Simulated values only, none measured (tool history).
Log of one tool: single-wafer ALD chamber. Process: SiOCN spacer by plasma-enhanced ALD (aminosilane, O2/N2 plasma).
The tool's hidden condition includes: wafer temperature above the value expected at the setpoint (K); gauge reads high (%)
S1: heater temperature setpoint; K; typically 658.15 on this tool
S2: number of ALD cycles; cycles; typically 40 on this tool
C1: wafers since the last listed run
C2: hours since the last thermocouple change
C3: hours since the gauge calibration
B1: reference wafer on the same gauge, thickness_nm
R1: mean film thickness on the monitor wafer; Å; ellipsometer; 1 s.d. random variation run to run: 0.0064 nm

{"run": 1, "day": 0.0, "S1": 669.15, "S2": 40, "C1": 0, "C2": 1907.3, "C3": 405.1, "B1": 2.699, "R1": 25.86}
{"run": 2, "day": 1.817, "S1": 669.15, "S2": 40, "C1": 252, "C2": 1950.9, "C3": 448.7, "B1": 2.701, "R1": 25.91}
{"run": 3, "day": 4.533, "S1": 658.15, "S2": 40, "C1": 377, "C2": 2016.1, "C3": 513.9, "B1": 2.701, "R1": 25.93}
{"run": 4, "day": 7.162, "S1": 658.15, "S2": 40, "C1": 365, "C2": 2079.2, "C3": 577.0, "B1": 2.706, "R1": 25.91}
{"run": 5, "day": 8.692, "S1": 658.15, "S2": 40, "C1": 212, "C2": 2115.9, "C3": 613.7, "B1": 2.706, "R1": 25.91}
{"run": 6, "day": 10.567, "S1": 658.15, "S2": 40, "C1": 260, "C2": 2160.9, "C3": 658.7, "B1": 2.707, "R1": 25.86}
{"run": 7, "day": 13.092, "S1": 658.15, "S2": 40, "C1": 350, "C2": 2221.5, "C3": 719.3, "B1": 2.708, "R1": 25.84}
{"run": 8, "day": 17.229, "S1": 658.15, "S2": 40, "C1": 574, "C2": 2320.8, "C3": 818.6, "B1": 2.714, "R1": 25.95}
{"day": 17.933, "done": "thermocouple changed; heater temperature recalibrated"}
{"day": 18.112, "done": "gauge calibrated"}
{"run": 9, "day": 19.175, "S1": 671.15, "S2": 40, "C1": 223, "C2": 29.8, "C3": 25.5, "B1": 2.693, "R1": 25.83}
{"run": 10, "day": 22.233, "S1": 658.15, "S2": 33, "C1": 424, "C2": 103.2, "C3": 98.9, "B1": 2.698, "R1": 21.38}
{"run": 11, "day": 25.162, "S1": 654.15, "S2": 43, "C1": 406, "C2": 173.5, "C3": 169.2, "B1": 2.692, "R1": 27.76}
{"run": 12, "day": 28.542, "S1": 658.15, "S2": 40, "C1": 469, "C2": 254.6, "C3": 250.3, "B1": 2.701, "R1": 25.78}
{"run": 13, "day": 32.362, "S1": 672.15, "S2": 42, "C1": 530, "C2": 346.3, "C3": 342.0, "B1": 2.705, "R1": 27.08}
{"run": 14, "day": 38.088, "S1": 652.15, "S2": 44, "C1": 794, "C2": 483.7, "C3": 479.4, "B1": 2.703, "R1": 28.59}
{"run": 15, "day": 41.162, "S1": 648.15, "S2": 47, "C1": 426, "C2": 557.5, "C3": 553.2, "B1": 2.713, "R1": 30.36}
{"run": 16, "day": 44.188, "S1": 654.15, "S2": 38, "C1": 419, "C2": 630.1, "C3": 625.8, "B1": 2.714, "R1": 24.69}

A few steps of R1 between consecutive runs. Split each: what settings, incoming material and random variation would produce without the hidden state, and what is left over for the hidden state, along with gauge scatter present in only one of the two compared results (measured, and without hidden state):
Run 8 -> 9: S1 658.15 -> 671.15, thermocouple changed; heater temperature recalibrated, gauge calibrated. R1 -0.12 Å: hidden state -0.21, all else +0.09.
Run 10 -> 11: S1 658.15 -> 654.15, S2 33 -> 43. R1 +6.38 Å: hidden state +0.04, all else +6.34.

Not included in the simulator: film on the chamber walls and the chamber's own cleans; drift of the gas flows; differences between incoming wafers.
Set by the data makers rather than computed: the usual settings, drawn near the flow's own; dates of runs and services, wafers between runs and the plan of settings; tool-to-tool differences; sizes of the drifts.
